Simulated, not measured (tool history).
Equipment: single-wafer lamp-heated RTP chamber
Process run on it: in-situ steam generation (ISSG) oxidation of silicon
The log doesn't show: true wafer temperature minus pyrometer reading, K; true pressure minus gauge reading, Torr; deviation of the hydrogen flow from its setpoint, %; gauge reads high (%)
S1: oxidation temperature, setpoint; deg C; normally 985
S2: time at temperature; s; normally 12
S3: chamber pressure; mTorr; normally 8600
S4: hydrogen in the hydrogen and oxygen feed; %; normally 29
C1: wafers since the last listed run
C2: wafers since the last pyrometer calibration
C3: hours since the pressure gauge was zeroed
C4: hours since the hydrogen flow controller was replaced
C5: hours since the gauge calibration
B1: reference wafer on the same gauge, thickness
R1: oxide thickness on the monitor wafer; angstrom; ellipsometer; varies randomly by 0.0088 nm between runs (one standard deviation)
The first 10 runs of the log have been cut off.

{"hour": 462.5, "done": "gauge calibrated"}
{"run": 11, "hour": 479.4, "S1": 985, "S2": 12, "S3": 8600, "S4": 29, "C1": 213, "C2": 734, "C3": 2503.3, "C4": 3727.3, "C5": 16.9, "B1": 4.05, "R1": 42.3}
{"hour": 499.9, "done": "pressure gauge zeroed"}
{"run": 12, "hour": 537.2, "S1": 996, "S2": 11, "S3": 9300, "S4": 20, "C1": 343, "C2": 1078, "C3": 37.3, "C4": 3785.1, "C5": 74.7, "B1": 4.05, "R1": 38.4}
{"run": 13, "hour": 593.3, "S1": 1000, "S2": 14, "S3": 7800, "S4": 32, "C1": 387, "C2": 1465, "C3": 93.4, "C4": 3841.2, "C5": 130.8, "B1": 4.047, "R1": 49.42}
{"run": 14, "hour": 630.9, "S1": 967, "S2": 12, "S3": 8600, "S4": 29, "C1": 259, "C2": 1725, "C3": 131.0, "C4": 3878.8, "C5": 168.4, "B1": 4.051, "R1": 40.41}
{"run": 15, "hour": 769.3, "S1": 985, "S2": 9, "S3": 7900, "S4": 22, "C1": 955, "C2": 2680, "C3": 269.4, "C4": 4017.2, "C5": 306.8, "B1": 4.054, "R1": 35.66}
{"run": 16, "hour": 833.5, "S1": 1002, "S2": 8, "S3": 8600, "S4": 29, "C1": 443, "C2": 3124, "C3": 333.6, "C4": 4081.4, "C5": 371.0, "B1": 4.047, "R1": 38.43}
{"run": 17, "hour": 892.8, "S1": 977, "S2": 12, "S3": 8600, "S4": 24, "C1": 409, "C2": 3533, "C3": 392.9, "C4": 4140.7, "C5": 430.3, "B1": 4.048, "R1": 40.05}
{"hour": 943.8, "done": "pyrometer window cleaned and pyrometer calibrated"}
{"run": 18, "hour": 944.3, "S1": 1001, "S2": 8, "S3": 9400, "S4": 24, "C1": 300, "C2": 3, "C3": 444.4, "C4": 4192.2, "C5": 481.8, "B1": 4.049, "R1": 35.53}
{"run": 19, "hour": 971.3, "S1": 985, "S2": 12, "S3": 9300, "S4": 29, "C1": 186, "C2": 190, "C3": 471.4, "C4": 4219.2, "C5": 508.8, "B1": 4.054, "R1": 42.1}
{"run": 20, "hour": 996.3, "S1": 985, "S2": 12, "S3": 8600, "S4": 29, "C1": 172, "C2": 362, "C3": 496.4, "C4": 4244.2, "C5": 533.8, "B1": 4.052, "R1": 42.52}
{"run": 21, "hour": 1059.5, "S1": 985, "S2": 10, "S3": 7300, "S4": 29, "C1": 436, "C2": 799, "C3": 559.6, "C4": 4307.4, "C5": 597.0, "B1": 4.049, "R1": 39.94}
{"run": 22, "hour": 1087.7, "S1": 985, "S2": 16, "S3": 8200, "S4": 29, "C1": 194, "C2": 993, "C3": 587.8, "C4": 4335.6, "C5": 625.2, "B1": 4.05, "R1": 48.28}
{"hour": 1120.9, "done": "hydrogen flow controller replaced"}
{"run": 23, "hour": 1154.1, "S1": 993, "S2": 14, "S3": 9100, "S4": 20, "C1": 403, "C2": 1397, "C3": 654.2, "C4": 33.2, "C5": 691.6, "B1": 4.049, "R1": 42.14}
{"run": 24, "hour": 1210.7, "S1": 1004, "S2": 14, "S3": 8600, "S4": 32, "C1": 390, "C2": 1788, "C3": 710.8, "C4": 89.8, "C5": 748.2, "B1": 4.051, "R1": 49.94}
{"run": 25, "hour": 1262.2, "S1": 985, "S2": 12, "S3": 8600, "S4": 29, "C1": 355, "C2": 2143, "C3": 762.3, "C4": 141.3, "C5": 799.7, "B1": 4.051, "R1": 42.7}
{"run": 26, "hour": 1332.9, "S1": 985, "S2": 12, "S3": 8600, "S4": 29, "C1": 488, "C2": 2631, "C3": 833.0, "C4": 212.0, "C5": 870.4, "B1": 4.05, "R1": 42.97}
{"run": 27, "hour": 1388.6, "S1": 991, "S2": 14, "S3": 8000, "S4": 29, "C1": 384, "C2": 3016, "C3": 888.7, "C4": 267.7, "C5": 926.1, "B1": 4.053, "R1": 47.08}
{"run": 28, "hour": 1415.8, "S1": 985, "S2": 12, "S3": 9300, "S4": 25, "C1": 187, "C2": 3204, "C3": 915.9, "C4": 294.9, "C5": 953.3, "B1": 4.05, "R1": 41.09}
{"run": 29, "hour": 1448.0, "S1": 985, "S2": 12, "S3": 9700, "S4": 23, "C1": 222, "C2": 3426, "C3": 948.1, "C4": 327.1, "C5": 985.5, "B1": 4.051, "R1": 39.92}
{"run": 30, "hour": 1518.6, "S1": 985, "S2": 12, "S3": 8600, "S4": 29, "C1": 487, "C2": 3914, "C3": 1018.7, "C4": 397.7, "C5": 1056.1, "B1": 4.05, "R1": 43.32}
{"run": 31, "hour": 1554.0, "S1": 985, "S2": 16, "S3": 9000, "S4": 20, "C1": 244, "C2": 4158, "C3": 1054.1, "C4": 433.1, "C5": 1091.5, "B1": 4.05, "R1": 44.28}

Branching from run 31: 4 alternative next runs. What would each branch give?
{"run": "A", "hour": 1554.4, "S1": 985, "S2": 16, "S3": 8600, "S4": 29, "C1": 2, "C2": 4161, "C3": 1054.5, "C4": 433.5, "C5": 1091.9, "B1": "?", "R1": "?"}
{"run": "B", "hour": 1554.4, "S1": 969, "S2": 12, "S3": 8600, "S4": 22, "C1": 2, "C2": 4161, "C3": 1054.5, "C4": 433.5, "C5": 1091.9, "B1": "?", "R1": "?"}
{"run": "C", "hour": 1554.4, "S1": 985, "S2": 12, "S3": 7500, "S4": 29, "C1": 2, "C2": 4161, "C3": 1054.5, "C4": 433.5, "C5": 1091.9, "B1": "?", "R1": "?"}
{"run": "D", "hour": 1554.4, "S1": 985, "S2": 10, "S3": 7700, "S4": 32, "C1": 2, "C2": 4161, "C3": 1054.5, "C4": 433.5, "C5": 1091.9, "B1": "?", "R1": "?"}

run=A B1=4.050 R1=48.92
run=B B1=4.050 R1=38.46
run=C B1=4.050 R1=43.78
run=D B1=4.050 R1=41.89
Without the tool's unlogged condition, the same runs would have read:
run=A R1=47.70
run=B R1=37.70
run=C R1=42.80
run=D R1=41.02
